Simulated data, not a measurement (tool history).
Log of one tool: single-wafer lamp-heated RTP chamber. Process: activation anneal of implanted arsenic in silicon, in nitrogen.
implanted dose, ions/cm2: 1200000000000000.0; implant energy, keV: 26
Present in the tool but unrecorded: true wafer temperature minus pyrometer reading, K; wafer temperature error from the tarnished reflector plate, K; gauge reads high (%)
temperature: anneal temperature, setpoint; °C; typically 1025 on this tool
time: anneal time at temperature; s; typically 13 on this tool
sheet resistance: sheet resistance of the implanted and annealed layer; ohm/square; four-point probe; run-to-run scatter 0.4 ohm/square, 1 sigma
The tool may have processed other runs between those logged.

| run | hour | temperature | time | wafers since the last listed run | wafers since the last pyrometer calibration | wafers since the reflector plate was cleaned | hours since the gauge calibration | read-back reference wafer on the same gauge, sheet resistance | sheet resistance |
|---|---|---|---|---|---|---|---|---|---|
| 1 | 0 | 1025 | 13 | 0 | 6400 | 15137 | 1763.2 | 116.13 | 101.73 |
|  | 19.4 | reflector plate cleaned |
| 2 | 98.8 | 1025 | 13 | 1620 | 8021 | 1416 | 1862 | 116.5 | 103.05 |
| 3 | 189.6 | 1025 | 13 | 1620 | 9641 | 3036 | 1952.8 | 116.78 | 102.31 |
| 4 | 292.9 | 1025 | 13 | 1843 | 11484 | 4880 | 2056.1 | 117.37 | 102.64 |
|  | 361.9 | gauge calibrated |
| 5 | 375.1 | 1025 | 13 | 1466 | 12951 | 6346 | 13.2 | 112.2 | 98.99 |
|  | 447.4 | pyrometer window cleaned and pyrometer calibrated |
| 6 | 465.5 | 1025 | 13 | 1470 | 322 | 7817 | 103.6 | 112.2 | 98.53 |
| 7 | 515.4 | 1040 | 17 | 890 | 1213 | 8707 | 153.5 | 112.2 | 95.06 |
| 8 | 613.8 | 1040 | 17 | 1755 | 2969 | 10463 | 251.9 | 112.2 | 94.04 |
| 9 | 653.3 | 1025 | 13 | 704 | 3673 | 11168 | 291.4 | 112.25 | 98.41 |
| 10 | 718 | 1025 | 13 | 1154 | 4828 | 12322 | 356.1 | 112.32 | 99.04 |
|  | 787.5 | reflector plate cleaned |
| 11 | 824 | 1025 | 13 | 1748 | 6577 | 651 | 462.1 | 112.36 | 98.35 |
| 12 | 871.3 | 1025 | 13 | 844 | 7421 | 1495 | 509.4 | 112.45 | 99.32 |
| 13 | 940.9 | 1025 | 13 | 1241 | 8662 | 2737 | 579 | 112.59 | 99.72 |
| 14 | 1045.3 | 1025 | 18 | 1862 | 10525 | 4600 | 683.4 | 112.58 | 96.7 |
|  | 1091.8 | pyrometer window cleaned and pyrometer calibrated |
| 15 | 1141.6 | 1025 | 13 | 1575 | 888 | 6175 | 779.7 | 112.84 | 98.85 |
| 16 | 1243.6 | 1025 | 13 | 1820 | 2708 | 7995 | 881.7 | 112.99 | 99.15 |
| 17 | 1424.9 | 1045 | 20 | 3235 | 5943 | 11231 | 1063 | 113.36 | 93 |
| 18 | 1482.8 | 1046 | 18 | 1033 | 6976 | 12264 | 1120.9 | 113.52 | 94.43 |
| 19 | 1550.7 | 1044 | 9 | 1211 | 8187 | 13475 | 1188.8 | 113.62 | 99.85 |
|  | 1577.4 | reflector plate cleaned |
| 20 | 1653.6 | 1043 | 7 | 1693 | 9881 | 1359 | 1291.7 | 113.94 | 101.1 |
| 21 | 1726.7 | 1047 | 9 | 1304 | 11185 | 2663 | 1364.8 | 114.1 | 99.44 |
| 22 | 1800.4 | 1045 | 11 | 1315 | 12500 | 3978 | 1438.5 | 114.37 | 98.89 |
| 23 | 1845.9 | 1011 | 10 | 811 | 13312 | 4790 | 1484 | 114.43 | 104.47 |
|  | 1889.1 | pyrometer window cleaned and pyrometer calibrated |
| 24 | 1942.3 | 1034 | 16 | 1577 | 949 | 6367 | 1580.4 | 114.81 | 97.82 |
| 25 | 2046.6 | 1045 | 16 | 1861 | 2810 | 8228 | 1684.7 | 115.04 | 96.12 |
|  | 2109 | gauge calibrated |
| 26 | 2148.5 | 1052 | 15 | 1818 | 4628 | 10047 | 39.5 | 113.3 | 94.64 |
| 27 | 2196.4 | 1002 | 10 | 854 | 5483 | 10901 | 87.4 | 113.23 | 105.75 |
| 28 | 2289.6 | 1025 | 13 | 1663 | 7146 | 12564 | 180.6 | 113.19 | 99.62 |
| 29 | 2380.1 | 1025 | 13 | 1614 | 8761 | 14179 | 271.1 | 113.28 | 100.28 |
|  | 2403 | reflector plate cleaned |
| 30 | 2476.4 | 1025 | 13 | 1575 | 10337 | 1309 | 367.4 | 113.46 | 99.47 |
| 31 | 2560.1 | 1025 | 13 | 1493 | 11830 | 2802 | 451.1 | 113.5 | 100.38 |
| 32 | 2669.5 | 1042 | 16 | 1952 | 13782 | 4755 | 560.5 | 113.55 | 95.56 |
|  | 2678.7 | pyrometer window cleaned and pyrometer calibrated |
| 33 | 2715.5 | 1041 | 7 | 678 | 655 | 5433 | 606.5 | 113.66 | 100.82 |
| 34 | 2806.6 | 1039 | 17 | 1625 | 2281 | 7058 | 697.6 | 113.69 | 96.21 |
| 35 | 2907.2 | 1025 | 13 | 1795 | 4076 | 8853 | 798.2 | 113.96 | 100.63 |
| 36 | 2993.9 | 1025 | 13 | 1547 | 5623 | 10400 | 884.9 | 114.12 | 100.29 |

Each row is a separate what-if for the run after 36, all from the same tool condition, not one after another. Results?
| A | 2994.3 | 1025 | 15 | 7 | 5630 | 10407 | 885.3 | ? | ? |
| B | 2994.3 | 1050 | 17 | 7 | 5630 | 10407 | 885.3 | ? | ? |
| C | 2994.3 | 1038 | 17 | 7 | 5630 | 10407 | 885.3 | ? | ? |
| D | 2994.3 | 1051 | 19 | 7 | 5630 | 10407 | 885.3 | ? | ? |

| run | read-back reference wafer on the same gauge, sheet resistance | sheet resistance |
|---|---|---|
| A | 114.07 | 99.49 |
| B | 114.07 | 94.45 |
| C | 114.07 | 96.44 |
| D | 114.07 | 93.47 |
Take away the tool's hidden state, keep each run's random variation, and the runs would have read:
| run | sheet resistance |
|---|---|
| A | 98.29 |
| B | 93.32 |
| C | 95.28 |
| D | 92.34 |

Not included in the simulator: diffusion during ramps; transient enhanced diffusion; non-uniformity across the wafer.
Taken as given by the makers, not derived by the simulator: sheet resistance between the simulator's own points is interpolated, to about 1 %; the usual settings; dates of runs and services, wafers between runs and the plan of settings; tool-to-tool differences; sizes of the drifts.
